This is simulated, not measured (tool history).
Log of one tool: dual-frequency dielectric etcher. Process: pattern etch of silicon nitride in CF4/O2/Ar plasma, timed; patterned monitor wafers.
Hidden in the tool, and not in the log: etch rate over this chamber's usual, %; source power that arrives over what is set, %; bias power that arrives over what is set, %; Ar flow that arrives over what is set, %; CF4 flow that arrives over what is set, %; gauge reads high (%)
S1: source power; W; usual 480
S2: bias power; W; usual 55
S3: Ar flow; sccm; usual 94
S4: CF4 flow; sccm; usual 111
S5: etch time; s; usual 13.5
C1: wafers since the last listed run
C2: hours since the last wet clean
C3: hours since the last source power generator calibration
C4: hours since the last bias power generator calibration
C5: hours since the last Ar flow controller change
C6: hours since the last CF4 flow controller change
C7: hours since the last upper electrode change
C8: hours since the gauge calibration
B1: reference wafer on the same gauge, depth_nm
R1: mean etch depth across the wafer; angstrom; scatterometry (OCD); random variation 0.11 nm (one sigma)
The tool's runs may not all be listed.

Run 1, hour 0: usual settings; C1 0; C2 507.1; C3 3233.9; C4 408.1; C5 981.7; C6 286.1; C7 97.1; C8 2506.5; B1 27.65. Result: R1 267 angstrom.
Run 2, hour 92.5: usual settings but S4 132 sccm; C1 1113; C2 599.6; C3 3326.4; C4 500.6; C5 1074.2; C6 378.6; C7 189.6; C8 2599; B1 27.73. Result: R1 272.2 angstrom.
At hour 148.7: wet clean of the chamber.
At hour 189.5: source power generator calibrated.
Run 3, hour 191.4: usual settings; C1 853; C2 42.7; C3 1.9; C4 599.5; C5 1173.1; C6 477.5; C7 288.5; C8 2697.9; B1 27.7. Result: R1 271.2 angstrom.
Run 4, hour 274.7: usual settings but S2 49 W, S3 82 sccm; C1 1002; C2 126; C3 85.2; C4 682.8; C5 1256.4; C6 560.8; C7 371.8; C8 2781.2; B1 27.66. Result: R1 263.9 angstrom.
At hour 313.7: gauge calibrated.
Run 5, hour 325.7: usual settings but S1 590 W, S4 119 sccm; C1 613; C2 177; C3 136.2; C4 733.8; C5 1307.4; C6 611.8; C7 422.8; C8 12; B1 27.68. Result: R1 326.3 angstrom.
Run 6, hour 364.9: usual settings but S3 107 sccm, S4 104 sccm, S5 17.5 s; C1 471; C2 216.2; C3 175.4; C4 773; C5 1346.6; C6 651; C7 462; C8 51.2; B1 27.69. Result: R1 343.2 angstrom.
Run 7, hour 442.9: usual settings but S3 107 sccm, S4 104 sccm, S5 17.5 s; C1 939; C2 294.2; C3 253.4; C4 851; C5 1424.6; C6 729; C7 540; C8 129.2; B1 27.72. Result: R1 341.1 angstrom.
Run 8, hour 524: usual settings but S1 540 W, S3 87 sccm, S4 98 sccm, S5 15.5 s; C1 976; C2 375.3; C3 334.5; C4 932.1; C5 1505.7; C6 810.1; C7 621.1; C8 210.3; B1 27.63. Result: R1 332.9 angstrom.
At hour 607.9: Ar flow controller replaced.
Run 9, hour 608.4: usual settings but S1 440 W, S2 44 W, S3 71 sccm; C1 943; C2 459.7; C3 418.9; C4 1016.5; C5 0.5; C6 894.5; C7 705.5; C8 294.7; B1 27.73. Result: R1 240.8 angstrom.
Run 10, hour 683.6: usual settings but S1 590 W; C1 905; C2 534.9; C3 494.1; C4 1091.7; C5 75.7; C6 969.7; C7 780.7; C8 369.9; B1 27.7. Result: R1 315.4 angstrom.
Run 11, hour 720.6: usual settings but S5 12.5 s; C1 445; C2 571.9; C3 531.1; C4 1128.7; C5 112.7; C6 1006.7; C7 817.7; C8 406.9; B1 27.72. Result: R1 244.3 angstrom.
Run 12, hour 773.8: usual settings but S1 380 W, S5 16 s; C1 640; C2 625.1; C3 584.3; C4 1181.9; C5 165.9; C6 1059.9; C7 870.9; C8 460.1; B1 27.66. Result: R1 260.1 angstrom.
Run 13, hour 810.7: usual settings but S3 108 sccm, S4 99 sccm, S5 15 s; C1 444; C2 662; C3 621.2; C4 1218.8; C5 202.8; C6 1096.8; C7 907.8; C8 497; B1 27.74. Result: R1 283.1 angstrom.
At hour 881.4: wet clean of the chamber.
Run 14, hour 896.5: usual settings but S5 15.5 s; C1 743; C2 15.1; C3 707; C4 1304.6; C5 288.6; C6 1182.6; C7 993.6; C8 582.8; B1 27.7. Result: R1 314.3 angstrom.
Run 15, hour 996.6: usual settings; C1 1205; C2 115.2; C3 807.1; C4 1404.7; C5 388.7; C6 1282.7; C7 1093.7; C8 682.9; B1 27.68. Result: R1 269.1 angstrom.
Run 16, hour 1094.7: usual settings but S5 11.5 s; C1 1180; C2 213.3; C3 905.2; C4 1502.8; C5 486.8; C6 1380.8; C7 1191.8; C8 781; B1 27.7. Result: R1 229.3 angstrom.
Run 17, hour 1193.3: usual settings but S2 42 W, S4 138 sccm; C1 1186; C2 311.9; C3 1003.8; C4 1601.4; C5 585.4; C6 1479.4; C7 1290.4; C8 879.6; B1 27.72. Result: R1 258.8 angstrom.
Run 18, hour 1293.6: usual settings but S4 89 sccm, S5 16.5 s; C1 1207; C2 412.2; C3 1104.1; C4 1701.7; C5 685.7; C6 1579.7; C7 1390.7; C8 979.9; B1 27.71. Result: R1 311.1 angstrom.
Run 19, hour 1385: usual settings but S1 560 W; C1 1100; C2 503.6; C3 1195.5; C4 1793.1; C5 777.1; C6 1671.1; C7 1482.1; C8 1071.3; B1 27.68. Result: R1 301.1 angstrom.
Run 20, hour 1434.1: usual settings but S1 540 W, S3 105 sccm, S4 89 sccm; C1 591; C2 552.7; C3 1244.6; C4 1842.2; C5 826.2; C6 1720.2; C7 1531.2; C8 1120.4; B1 27.68. Result: R1 275.9 angstrom.
At hour 1507.9: wet clean of the chamber.
Run 21, hour 1508.4: usual settings but S5 14.5 s; C1 605; C2 0.5; C3 1318.9; C4 1916.5; C5 900.5; C6 1794.5; C7 1605.5; C8 1194.7; B1 27.73. Result: R1 288.4 angstrom.
Run 22, hour 1585.1: usual settings but S2 49 W, S3 82 sccm; C1 923; C2 77.2; C3 1395.6; C4 1993.2; C5 977.2; C6 1871.2; C7 1682.2; C8 1271.4; B1 27.67. Result: R1 264.2 angstrom.

What the log doesn't show, run by run:
source power that arrives over what is set, %: 0 in every run
bias power that arrives over what is set, %: 0 in every run
Ar flow that arrives over what is set, %: 0 in every run
gauge reads high (%): 0 in every run
H1: etch rate over this chamber's usual, %
H2: CF4 flow that arrives over what is set, %
run      H1     H2
  1    -1.9  -1.04
  2    -2.3  -1.54
  3   0.148  -2.04
  4   -0.21  -2.42
  5  -0.429  -2.65
  6  -0.597  -2.81
  7  -0.932  -3.12
  8   -1.28  -3.43
  9   -1.64  -3.72
 10   -1.97  -3.96
 11   -2.12  -4.08
 12   -2.35  -4.24
 13   -2.51  -4.34
 14   0.204  -4.57
 15  -0.226  -4.83
 16  -0.648  -5.05
 17   -1.07  -5.26
 18    -1.5  -5.46
 19   -1.89  -5.62
 20    -2.1   -5.7
 21  -0.112  -5.82
 22  -0.441  -5.94

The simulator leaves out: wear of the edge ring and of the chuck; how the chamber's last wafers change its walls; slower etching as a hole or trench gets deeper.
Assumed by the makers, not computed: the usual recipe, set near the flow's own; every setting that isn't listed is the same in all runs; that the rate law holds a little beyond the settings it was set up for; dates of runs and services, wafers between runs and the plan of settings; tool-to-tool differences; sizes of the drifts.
